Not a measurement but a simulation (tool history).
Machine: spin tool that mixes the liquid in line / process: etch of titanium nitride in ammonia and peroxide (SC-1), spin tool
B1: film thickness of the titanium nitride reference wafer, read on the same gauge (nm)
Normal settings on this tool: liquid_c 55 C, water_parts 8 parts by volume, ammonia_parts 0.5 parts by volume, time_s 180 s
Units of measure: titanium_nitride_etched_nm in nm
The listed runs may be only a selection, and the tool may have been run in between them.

run 1 day=0 | liquid_c=55 water_parts=8 ammonia_parts=0.5 time_s=180 | B1=130.01 | titanium_nitride_etched_nm=14.46
run 2 day=2.246 | liquid_c=55 water_parts=8 ammonia_parts=0.5 time_s=180 | B1=129.98 | titanium_nitride_etched_nm=14.38
run 3 day=5.042 | liquid_c=55 water_parts=8 ammonia_parts=0.5 time_s=180 | B1=129.98 | titanium_nitride_etched_nm=14.37
run 4 day=6.071 | liquid_c=55 water_parts=8 ammonia_parts=0.65 time_s=180 | B1=129.99 | titanium_nitride_etched_nm=14.82
run 5 day=8.954 | liquid_c=55 water_parts=8 ammonia_parts=0.65 time_s=180 | B1=129.99 | titanium_nitride_etched_nm=14.97
run 6 day=10.192 | liquid_c=55 water_parts=8 ammonia_parts=0.65 time_s=180 | B1=129.99 | titanium_nitride_etched_nm=14.81
run 7 day=12.383 | liquid_c=55 water_parts=8 ammonia_parts=0.5 time_s=180 | B1=129.98 | titanium_nitride_etched_nm=13.94
run 8 day=13.775 | liquid_c=55 water_parts=8 ammonia_parts=0.5 time_s=180 | B1=130.02 | titanium_nitride_etched_nm=14.06
run 9 day=15.012 | liquid_c=55 water_parts=8 ammonia_parts=0.5 time_s=180 | B1=130.02 | titanium_nitride_etched_nm=13.73
run 10 day=16.267 | liquid_c=64 water_parts=5.5 ammonia_parts=0.75 time_s=180 | B1=129.99 | titanium_nitride_etched_nm=34.36
run 11 day=17.846 | liquid_c=64.5 water_parts=9 ammonia_parts=0.3 time_s=180 | B1=129.99 | titanium_nitride_etched_nm=24.13
run 12 day=20.054 | liquid_c=55 water_parts=8 ammonia_parts=0.5 time_s=180 | B1=129.99 | titanium_nitride_etched_nm=15.03
run 13 day=22.221 | liquid_c=55 water_parts=8 ammonia_parts=0.5 time_s=180 | B1=129.98 | titanium_nitride_etched_nm=14.87
run 14 day=25.204 | liquid_c=55 water_parts=8 ammonia_parts=0.5 time_s=180 | B1=129.98 | titanium_nitride_etched_nm=14.98
run 15 day=27.446 | liquid_c=58.5 water_parts=9.5 ammonia_parts=0.75 time_s=85 | B1=130.01 | titanium_nitride_etched_nm=8.4
run 16 day=30.033 | liquid_c=55 water_parts=8 ammonia_parts=0.5 time_s=245 | B1=130.01 | titanium_nitride_etched_nm=19.83
run 17 day=32.4 | liquid_c=55 water_parts=8 ammonia_parts=0.5 time_s=140 | B1=129.98 | titanium_nitride_etched_nm=11.08
run 18 day=34.829 | liquid_c=51.5 water_parts=11 ammonia_parts=0.7 time_s=120 | B1=130 | titanium_nitride_etched_nm=6.64

Put back what was entered between runs (5 entries, withheld): which listed runs does each sit between, and how does the hidden state differ from the listed run before to the listed run after?
Run 6 -> run 7: new drum of ammonia solution connected (day 11.596)
  liquid colder than its thermometer reads (K): 1.16 -> 1.29
  what was measured, less what the result would be without the hidden state, titanium_nitride_etched_nm: -1.21 -> -1.28 nm
Run 9 -> run 10: thermometer replaced (day 15.462)
  liquid colder than its thermometer reads (K): 1.44 -> 0.106
  what was measured, less what the result would be without the hidden state, titanium_nitride_etched_nm: -1.41 -> -0.24 nm
Run 11 -> run 12: heated supply line repaired (day 18.417)
  liquid colder than its thermometer reads (K): 0.196 -> 0.321
  what was measured, less what the result would be without the hidden state, titanium_nitride_etched_nm: -0.31 -> -0.33 nm
Run 14 -> run 15: ammonia flow meter replaced (day 27.254); gauge calibrated (day 27.288)
  liquid colder than its thermometer reads (K): 0.613 -> 0.74
  what was measured, less what the result would be without the hidden state, titanium_nitride_etched_nm: -0.63 -> -0.42 nm
